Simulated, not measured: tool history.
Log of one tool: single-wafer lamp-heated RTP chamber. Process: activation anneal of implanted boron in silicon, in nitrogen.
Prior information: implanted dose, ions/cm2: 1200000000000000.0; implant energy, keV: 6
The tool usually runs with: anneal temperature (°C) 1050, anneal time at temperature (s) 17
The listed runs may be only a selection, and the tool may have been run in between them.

run     day  anneal temperature (°C)  anneal time at temperature (s)  wafers since the last listed run  wafers since the last pyrometer calibration  wafers since the reflector plate was cleaned  hours since the gauge calibration  read-back reference wafer on the same gauge, sheet resistance  sheet resistance of the implanted and annealed layer (ohm/square)
  1       0                     1050                              13                                 0                                         3008                                          3492                              505.8                                                         124.99                                                             121.25
      3.375  -- pyrometer window cleaned and pyrometer calibrated
  2   3.638                     1050                              13                               653                                           51                                          4146                              593.1                                                         125.26                                                             124.21
  3   6.604                     1050                              20                               587                                          638                                          4733                              664.3                                                         124.76                                                             118.98
  4  10.312                     1050                              24                               733                                         1372                                          5467                              753.3                                                         124.87                                                             116.26
  5  12.058                     1050                              24                               345                                         1718                                          5813                              795.2                                                         125.24                                                             116.42
  6  14.354                     1050                              23                               454                                         2172                                          6267                              850.3                                                         125.05                                                             116.07
  7  16.762                     1050                              23                               476                                         2649                                          6744                              908.1                                                         125.09                                                             114.78
  8  18.567                     1050                              23                               357                                         3006                                          7101                              951.4                                                         124.89                                                             115.25
  9  20.288                     1061                               9                               340                                         3347                                          7441                              992.7                                                         125.11                                                              120.4
     20.967  -- pyrometer window cleaned and pyrometer calibrated
 10  25.612                     1025                              11                               987                                          919                                          8429                             1120.5                                                         125.04                                                             137.14
 11  29.671                     1025                              11                               803                                         1722                                          9232                             1217.9                                                         124.99                                                             137.13
     30.371  -- reflector plate cleaned
 12  32.354                     1064                              24                               465                                         2187                                           392                             1282.3                                                         124.72                                                             109.74
 13    34.4                     1073                              25                               404                                         2592                                           797                             1331.4                                                         124.96                                                             106.98
      35.65  -- gauge calibrated
 14  38.858                     1038                               9                               882                                         3474                                          1679                                 77                                                         125.23                                                             130.76
     41.208  -- pyrometer window cleaned and pyrometer calibrated
 15  41.883                     1050                              17                               532                                          133                                          2212                              149.6                                                         124.91                                                             119.43
 16  45.038                     1025                              24                               624                                          757                                          2836                              225.3                                                         124.99                                                             128.03
 17  47.471                     1066                              17                               481                                         1239                                          3318                              283.7                                                         125.06                                                             112.55
 18  49.604                     1050                              12                               422                                         1661                                          3740                              334.9                                                         125.01                                                             123.38
 19  53.583                     1050                               9                               787                                         2448                                          4528                              430.4                                                         124.96                                                             127.07

Here are 4 independent what-if runs from the current tool condition. What would each one return?
  A  53.6                     1050                              17                                 3                                         2452                                          4531                              430.8                                                              ?                                                                  ?
  B  53.6                     1034                              17                                 3                                         2452                                          4531                              430.8                                                              ?                                                                  ?
  C  53.6                     1037                              26                                 3                                         2452                                          4531                              430.8                                                              ?                                                                  ?
  D  53.6                     1075                              23                                 3                                         2452                                          4531                              430.8                                                              ?                                                                  ?

run  read-back reference wafer on the same gauge, sheet resistance  sheet resistance of the implanted and annealed layer (ohm/square)
  A                                                         125.01                                                             119.19
  B                                                         125.01                                                             126.96
  C                                                         125.01                                                             119.95
  D                                                         125.01                                                             107.25
Without the tool's unlogged condition, the same runs would have read:
run  sheet resistance of the implanted and annealed layer (ohm/square)
  A                                                             121.46
  B                                                             129.52
  C                                                              122.6
  D                                                             108.46
